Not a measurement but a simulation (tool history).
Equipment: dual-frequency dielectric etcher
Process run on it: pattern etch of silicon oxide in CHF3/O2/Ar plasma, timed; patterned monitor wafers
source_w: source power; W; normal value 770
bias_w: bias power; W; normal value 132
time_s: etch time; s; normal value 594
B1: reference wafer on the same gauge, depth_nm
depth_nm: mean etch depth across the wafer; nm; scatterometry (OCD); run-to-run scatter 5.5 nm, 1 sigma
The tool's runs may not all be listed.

Run 1, day 0: usual settings; B1 1110.3. Result: depth_nm 1148.2 nm.
Run 2, day 1.979: usual settings; B1 1112.3. Result: depth_nm 1149.8 nm.
Run 3, day 4.096: usual settings; B1 1108.1. Result: depth_nm 1157.6 nm.
Run 4, day 5.708: usual settings; B1 1107.9. Result: depth_nm 1151.9 nm.
Run 5, day 7.854: usual settings; B1 1110. Result: depth_nm 1151.2 nm.
Run 6, day 9.683: usual settings but bias_w 106 W; B1 1111.5. Result: depth_nm 1048.1 nm.
Run 7, day 11.488: usual settings but bias_w 106 W; B1 1110.2. Result: depth_nm 1054 nm.
At day 18.508: wet clean of the chamber.
Run 8, day 19.571: usual settings but bias_w 106 W; B1 1110.3. Result: depth_nm 1040.6 nm.
Run 9, day 21.242: usual settings but source_w 670 W; B1 1110. Result: depth_nm 1089 nm.
At day 23.05: source power generator calibrated.
Run 10, day 23.388: usual settings but source_w 670 W; B1 1107.5. Result: depth_nm 1087.8 nm.
Run 11, day 24.588: usual settings; B1 1110.4. Result: depth_nm 1150.2 nm.
At day 25.883: bias power generator calibrated.
Run 12, day 26.092: usual settings; B1 1110.8. Result: depth_nm 1161.7 nm.
Run 13, day 27.592: usual settings but source_w 670 W; B1 1107.9. Result: depth_nm 1091.1 nm.
Run 14, day 29.55: usual settings; B1 1110.5. Result: depth_nm 1143.2 nm.
Run 15, day 33.554: usual settings; B1 1111.6. Result: depth_nm 1141.8 nm.
Run 16, day 36.483: usual settings but bias_w 150 W, time_s 505 s; B1 1111.7. Result: depth_nm 1032.9 nm.
At day 39.558: wet clean of the chamber.
Run 17, day 39.579: usual settings but source_w 930 W, bias_w 151 W, time_s 490.5 s; B1 1108.5. Result: depth_nm 1077.8 nm.
Run 18, day 40.567: usual settings; B1 1113.6. Result: depth_nm 1147.5 nm.
At day 44.058: upper electrode replaced.
Run 19, day 44.079: usual settings but source_w 850 W; B1 1109.4. Result: depth_nm 1206 nm.
At day 44.754: gauge calibrated.
Run 20, day 46.033: usual settings but source_w 890 W, bias_w 146 W, time_s 477.5 s; B1 1110.5. Result: depth_nm 1019.2 nm.
Run 21, day 47.95: usual settings but source_w 660 W, bias_w 102 W, time_s 651 s; B1 1109.1. Result: depth_nm 1068.6 nm.
Run 22, day 50.892: usual settings but source_w 950 W, bias_w 142 W, time_s 534.5 s; B1 1111. Result: depth_nm 1157.2 nm.
Run 23, day 52.279: usual settings but source_w 920 W, bias_w 164 W; B1 1106.3. Result: depth_nm 1341.8 nm.
Run 24, day 53.746: usual settings but source_w 920 W, bias_w 164 W, time_s 539 s; B1 1110.5. Result: depth_nm 1213.9 nm.
Run 25, day 56.267: usual settings; B1 1109.3. Result: depth_nm 1144.1 nm.

Branching from run 25: 3 alternative next runs. What would each branch give?
Run A, day 56.292: usual settings; B1 ?. Result: depth_nm ?.
Run B, day 56.292: usual settings but source_w 940 W, time_s 647 s; B1 ?. Result: depth_nm ?.
Run C, day 56.292: usual settings but source_w 950 W, bias_w 142 W, time_s 764.5 s; B1 ?. Result: depth_nm ?.

run      B1  depth_nm
  A  1112.3    1157.2
  B  1112.3    1361.7
  C  1112.3    1663.5
With the hidden condition removed and each run's random variation left untouched, the same runs would have given:
run  depth_nm
  A    1157.2
  B    1361.7
  C    1663.5
